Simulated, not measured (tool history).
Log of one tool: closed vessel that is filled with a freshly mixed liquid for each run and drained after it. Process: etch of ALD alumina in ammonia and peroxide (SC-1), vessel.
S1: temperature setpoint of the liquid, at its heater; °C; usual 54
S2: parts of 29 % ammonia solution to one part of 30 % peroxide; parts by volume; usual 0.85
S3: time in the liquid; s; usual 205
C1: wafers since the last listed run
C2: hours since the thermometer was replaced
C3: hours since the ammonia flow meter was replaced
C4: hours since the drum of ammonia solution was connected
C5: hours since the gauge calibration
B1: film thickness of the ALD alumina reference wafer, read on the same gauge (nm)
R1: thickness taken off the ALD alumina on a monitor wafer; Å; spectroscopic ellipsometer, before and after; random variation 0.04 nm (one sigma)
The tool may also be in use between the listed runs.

run   hour    S1    S2   S3    C1      C2      C3      C4     C5      B1     R1
  1      0    54  0.85  205     0   953.8  1856.5     896  177.9  129.97  202.5
  2   30.1    54  0.85  205  2229   983.9  1886.6   926.1    208  129.98  203.2
  3   83.8    54  0.85  205  3977  1037.6  1940.3   979.8  261.7  129.97  202.9
  4  138.5    54  0.85  205  4051  1092.3    1995  1034.5  316.4  130.02  203.3
  5  172.8    54  0.85  205  2540  1126.6  2029.3  1068.8  350.7  129.97  202.5
  6  203.6    54  0.85  205  2281  1157.4  2060.1  1099.6  381.5  129.98  202.9
     256.7  -- thermometer replaced
  7  272.3    54  0.85  255  5014    15.6  2128.8  1168.3  450.2     130  248.8
  8  297.2    54  0.85  255  1844    40.5  2153.7  1193.2  475.1  129.99  248.4
     309.5  -- new drum of ammonia solution connected
  9  364.4    54  0.75  205  4903   107.7  2220.9    54.9  542.3  130.03  200.7
 10  419.1  48.5     1  115  4051   162.4  2275.6   109.6    597  129.95   85.3
     422.2  -- ammonia flow meter replaced
 11  480.8  58.5     1  330  4496   224.1    58.6   171.3  658.7  129.98  417.8
 12  526.3    54  0.85  205  3370   269.6   104.1   216.8  704.2  130.01    202
     532.2  -- gauge calibrated
 13  587.1    54   1.1  205  4503   330.4   164.9   277.6   54.9  129.99  207.8
 14  654.1    64     1  275  4962   397.4   231.9   344.6  121.9  129.99    463
 15  691.3    54  0.85  205  2755   434.6   269.1   381.8  159.1     130  202.1
 16  725.9    45  0.65  160  2562   469.2   303.7   416.4  193.7     130   93.9

Some steps in R1 between neighbouring runs. How much of each would the tool show without its hidden state too (settings, what came in, random variation), and how much is left for the hidden state, with any gauge scatter that isn't in both results?
The hidden state here: liquid hotter than its thermometer reads (K); ammonia flow above the setpoint (%); ammonia solution weaker than its label (%); gauge reads high (%).
Run 6 -> 7: S3 205 -> 255, thermometer replaced. R1 +45.9 Å: hidden state -3.9, all else +49.8.
Run 10 -> 11: S1 48.5 -> 58.5, S3 115 -> 330, ammonia flow meter replaced. R1 +332.5 Å: hidden state +0.2, all else +332.3.
